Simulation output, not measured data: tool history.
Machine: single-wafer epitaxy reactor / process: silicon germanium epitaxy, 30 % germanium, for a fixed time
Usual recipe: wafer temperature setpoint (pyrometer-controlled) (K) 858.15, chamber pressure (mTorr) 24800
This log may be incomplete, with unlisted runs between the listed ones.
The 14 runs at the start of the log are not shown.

run	hour	wafer temperature setpoint (pyrometer-controlled) (K)	chamber pressure (mTorr)	wafers since the last listed run	hours since the last pyrometer calibration	hours since the last manometer calibration	hours since the showerhead was replaced	hours since the gauge calibration	read-back reference wafer on the same gauge, thickness_nm	mean film thickness on the monitor wafer (Å)
15	843.7	858.15	26800	659	853.1	155.9	2736.8	1197.2	43.012	543.08
16	901.1	858.15	24800	653	910.5	213.3	2794.2	1254.6	42.969	523.37
# hour 1062.3: showerhead replaced
17	1072.0	847.15	19000	1854	1081.4	384.2	9.7	1425.5	43.020	377.71
18	1099.8	871.15	24800	316	1109.2	412.0	37.5	1453.3	42.999	652.46
# hour 1155.5: pyrometer calibrated
19	1159.0	873.15	27600	582	3.5	471.2	96.7	1512.5	43.002	729.09
# hour 1171.2: gauge calibrated
20	1229.9	858.15	24800	807	74.4	542.1	167.6	58.7	42.952	535.62
21	1291.5	858.15	20600	701	136.0	603.7	229.2	120.3	42.975	489.25
22	1362.8	845.15	24800	811	207.3	675.0	300.5	191.6	42.965	428.84
23	1425.8	844.15	26900	717	270.3	738.0	363.5	254.6	43.024	436.10
24	1486.3	848.15	22200	688	330.8	798.5	424.0	315.1	43.047	426.82
25	1539.9	858.15	26800	610	384.4	852.1	477.6	368.7	42.980	555.98
26	1599.3	865.15	22200	676	443.8	911.5	537.0	428.1	42.955	568.84
27	1667.4	870.15	28100	775	511.9	979.6	605.1	496.2	42.975	694.14
28	1713.7	871.15	30700	527	558.2	1025.9	651.4	542.5	43.054	736.00
29	1754.6	846.15	29700	465	599.1	1066.8	692.3	583.4	42.990	473.10
30	1802.2	865.15	24800	541	646.7	1114.4	739.9	631.0	42.986	600.25
31	1873.0	858.15	24800	805	717.5	1185.2	810.7	701.8	43.017	534.64
32	1929.3	846.15	26500	640	773.8	1241.5	867.0	758.1	43.005	448.20
33	1972.2	858.15	28900	488	816.7	1284.4	909.9	801.0	43.003	572.28
34	2013.0	858.15	28500	464	857.5	1325.2	950.7	841.8	43.017	570.45
35	2079.6	858.15	27800	758	924.1	1391.8	1017.3	908.4	43.050	563.56

Here are 4 independent what-if runs from the current tool condition. What would each one return?
A	2080.0	858.15	31000	4	924.5	1392.2	1017.7	908.8	?	?
B	2080.0	858.15	20300	4	924.5	1392.2	1017.7	908.8	?	?
C	2080.0	865.15	19200	4	924.5	1392.2	1017.7	908.8	?	?
D	2080.0	858.15	21300	4	924.5	1392.2	1017.7	908.8	?	?

run	read-back reference wafer on the same gauge, thickness_nm	mean film thickness on the monitor wafer (Å)
A	42.972	595.01
B	42.972	484.61
C	42.972	530.44
D	42.972	496.54
What these runs would have given with no unlogged condition in the tool:
run	mean film thickness on the monitor wafer (Å)
A	597.88
B	486.95
C	532.89
D	498.93
